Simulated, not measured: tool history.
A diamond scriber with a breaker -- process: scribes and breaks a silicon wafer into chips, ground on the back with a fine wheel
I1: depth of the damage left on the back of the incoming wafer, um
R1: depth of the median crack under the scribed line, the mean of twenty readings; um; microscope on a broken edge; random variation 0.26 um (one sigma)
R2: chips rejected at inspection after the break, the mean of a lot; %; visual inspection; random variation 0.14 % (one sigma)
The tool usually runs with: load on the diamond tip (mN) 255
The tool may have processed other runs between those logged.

{"run": 1, "hour": 0.0, "load on the diamond tip (mN)": 255, "I1": 2.76, "R1": 12.17, "R2": 5.88}
{"run": 2, "hour": 31.9, "load on the diamond tip (mN)": 255, "I1": 2.75, "R1": 12.24, "R2": 6.12}
{"run": 3, "hour": 52.9, "load on the diamond tip (mN)": 255, "I1": 3.0, "R1": 12.14, "R2": 8.57}
{"run": 4, "hour": 81.4, "load on the diamond tip (mN)": 255, "I1": 1.73, "R1": 11.77, "R2": 6.5}
{"run": 5, "hour": 109.9, "load on the diamond tip (mN)": 303, "I1": 1.9, "R1": 12.7, "R2": 3.18}
{"run": 6, "hour": 135.5, "load on the diamond tip (mN)": 314, "I1": 2.0, "R1": 13.5, "R2": 3.08}
{"run": 7, "hour": 155.8, "load on the diamond tip (mN)": 314, "I1": 2.17, "R1": 13.11, "R2": 3.24}
{"run": 8, "hour": 189.9, "load on the diamond tip (mN)": 314, "I1": 1.67, "R1": 12.51, "R2": 3.59}
{"hour": 273.4, "done": "diamond tip replaced by a new one"}
{"run": 9, "hour": 290.9, "load on the diamond tip (mN)": 255, "I1": 1.87, "R1": 13.98, "R2": 2.06}
{"run": 10, "hour": 309.3, "load on the diamond tip (mN)": 255, "I1": 2.67, "R1": 14.01, "R2": 2.11}
{"run": 11, "hour": 334.4, "load on the diamond tip (mN)": 255, "I1": 2.74, "R1": 14.05, "R2": 2.57}
{"run": 12, "hour": 361.5, "load on the diamond tip (mN)": 255, "I1": 1.69, "R1": 14.15, "R2": 1.83}
{"hour": 410.8, "done": "load on the tip recalibrated"}
{"run": 13, "hour": 445.0, "load on the diamond tip (mN)": 204, "I1": 1.85, "R1": 12.3, "R2": 5.81}
{"run": 14, "hour": 478.4, "load on the diamond tip (mN)": 255, "I1": 2.04, "R1": 13.57, "R2": 2.44}
{"run": 15, "hour": 500.6, "load on the diamond tip (mN)": 213, "I1": 2.15, "R1": 11.79, "R2": 5.53}
{"run": 16, "hour": 521.3, "load on the diamond tip (mN)": 255, "I1": 2.59, "R1": 13.0, "R2": 2.92}
{"run": 17, "hour": 535.7, "load on the diamond tip (mN)": 308, "I1": 2.76, "R1": 15.11, "R2": 2.19}
{"run": 18, "hour": 553.4, "load on the diamond tip (mN)": 182, "I1": 1.82, "R1": 10.93, "R2": 10.9}
{"run": 19, "hour": 566.0, "load on the diamond tip (mN)": 255, "I1": 2.74, "R1": 12.88, "R2": 3.72}
{"run": 20, "hour": 590.8, "load on the diamond tip (mN)": 190, "I1": 1.99, "R1": 11.71, "R2": 9.79}
{"run": 21, "hour": 617.1, "load on the diamond tip (mN)": 234, "I1": 2.82, "R1": 12.6, "R2": 4.99}
{"run": 22, "hour": 639.5, "load on the diamond tip (mN)": 255, "I1": 2.92, "R1": 13.24, "R2": 3.55}
{"run": 23, "hour": 675.3, "load on the diamond tip (mN)": 255, "I1": 2.91, "R1": 12.86, "R2": 4.61}
{"run": 24, "hour": 693.3, "load on the diamond tip (mN)": 299, "I1": 2.33, "R1": 14.14, "R2": 2.17}
{"run": 25, "hour": 721.1, "load on the diamond tip (mN)": 285, "I1": 2.79, "R1": 13.83, "R2": 3.12}

Below, some changes in R1 between adjacent runs. For each, the amount present without the hidden state too (settings, incoming material, random variation) and the amount remaining for the hidden state with gauge scatter not shared by both compared results:
Hidden state present: share of the diamond tip's cutting effectiveness lost through wear, %; deviation of the load on the tip from its setpoint, %.
Run 4 -> 5: load on the diamond tip (mN) 255 -> 303. R1 +0.93 um: hidden state -0.30, all else +1.23.
Run 8 -> 9: load on the diamond tip (mN) 314 -> 255, diamond tip replaced by a new one. R1 +1.47 um: hidden state +2.77, all else -1.30.
Run 16 -> 17: load on the diamond tip (mN) 255 -> 308. R1 +2.11 um: hidden state -0.19, all else +2.30.
Run 17 -> 18: load on the diamond tip (mN) 308 -> 182. R1 -4.18 um: hidden state +0.24, all else -4.42.
